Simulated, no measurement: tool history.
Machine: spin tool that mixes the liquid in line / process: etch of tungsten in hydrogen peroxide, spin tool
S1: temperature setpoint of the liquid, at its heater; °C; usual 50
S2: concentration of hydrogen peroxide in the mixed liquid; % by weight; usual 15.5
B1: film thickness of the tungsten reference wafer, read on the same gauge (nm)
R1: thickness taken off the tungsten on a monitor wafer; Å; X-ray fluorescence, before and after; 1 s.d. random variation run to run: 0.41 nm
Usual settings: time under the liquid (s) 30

Run 1, day 0: usual settings but time under the liquid (s) 25; B1 29.87. Result: R1 560.8 Å.
Run 2, day 1.946: usual settings but time under the liquid (s) 25; B1 29.83. Result: R1 560.1 Å.
Run 3, day 3.471: usual settings but time under the liquid (s) 25; B1 29.82. Result: R1 565 Å.
At day 4.262: new drum of peroxide connected.
Run 4, day 6.221: usual settings; B1 29.8. Result: R1 678.7 Å.
Run 5, day 8.121: usual settings; B1 29.83. Result: R1 673.6 Å.
Run 6, day 10.267: usual settings; B1 29.74. Result: R1 677.4 Å.
Run 7, day 12.862: usual settings but time under the liquid (s) 45; B1 29.66. Result: R1 1005.1 Å.
Run 8, day 14.442: usual settings; B1 29.7. Result: R1 677.8 Å.
Run 9, day 16.742: usual settings; B1 29.6. Result: R1 675.4 Å.
Run 10, day 19.146: usual settings; B1 29.52. Result: R1 665.9 Å.
At day 19.221: heated supply line repaired.
At day 20.179: thermometer replaced.
At day 20.2: new drum of peroxide connected.
Run 11, day 21.921: usual settings but S1 45 °C, S2 18.5 % by weight; B1 29.44. Result: R1 528.7 Å.
Run 12, day 23.338: usual settings but S1 45 °C, S2 18.5 % by weight; B1 29.42. Result: R1 531.1 Å.
Run 13, day 24.533: usual settings but S1 57 °C; B1 29.36. Result: R1 1007 Å.
Run 14, day 25.546: usual settings but S1 59.5 °C, S2 18 % by weight, time under the liquid (s) 15; B1 29.34. Result: R1 629.3 Å.
Run 15, day 26.808: usual settings; B1 29.22. Result: R1 661.1 Å.
Run 16, day 29.483: usual settings but S1 58.5 °C; B1 29.15. Result: R1 1092.7 Å.
Run 17, day 31.004: usual settings; B1 29.08. Result: R1 657.4 Å.
At day 32.483: new drum of peroxide connected.
Run 18, day 33.567: usual settings; B1 28.95. Result: R1 661 Å.
At day 34.329: gauge calibrated.
At day 35.012: peroxide flow meter replaced.
Run 19, day 36.25: usual settings but S1 42 °C, S2 14 % by weight, time under the liquid (s) 20; B1 30.26. Result: R1 259.2 Å.
Run 20, day 38.425: usual settings but time under the liquid (s) 25; B1 30.3. Result: R1 570 Å.
Run 21, day 40.954: usual settings but S1 41 °C; B1 30.21. Result: R1 386.6 Å.
Run 22, day 43.479: usual settings but S1 45.5 °C, time under the liquid (s) 20; B1 30.2. Result: R1 344 Å.
Run 23, day 44.738: usual settings but S2 19 % by weight; B1 30.14. Result: R1 752 Å.
Run 24, day 46.796: usual settings but S1 42.5 °C, S2 12 % by weight, time under the liquid (s) 40; B1 30.17. Result: R1 501.5 Å.

4 options for the next run, each taken on its own from the tool as it stands now. Forecast them:
Run A, day 46.812: usual settings but S1 58 °C; B1 ?. Result: R1 ?.
Run B, day 46.812: usual settings but S1 55.5 °C, S2 17.5 % by weight, time under the liquid (s) 15; B1 ?. Result: R1 ?.
Run C, day 46.812: usual settings but time under the liquid (s) 15; B1 ?. Result: R1 ?.
Run D, day 46.812: usual settings but S1 56 °C, S2 12 % by weight; B1 ?. Result: R1 ?.

run     B1      R1
  A  30.15  1094.2
  B  30.15     502
  C  30.15   339.5
  D  30.15   856.4
Had the tool no hidden state, the same runs would have come out as:
run      R1
  A  1088.9
  B   499.6
  C   337.9
  D   852.2

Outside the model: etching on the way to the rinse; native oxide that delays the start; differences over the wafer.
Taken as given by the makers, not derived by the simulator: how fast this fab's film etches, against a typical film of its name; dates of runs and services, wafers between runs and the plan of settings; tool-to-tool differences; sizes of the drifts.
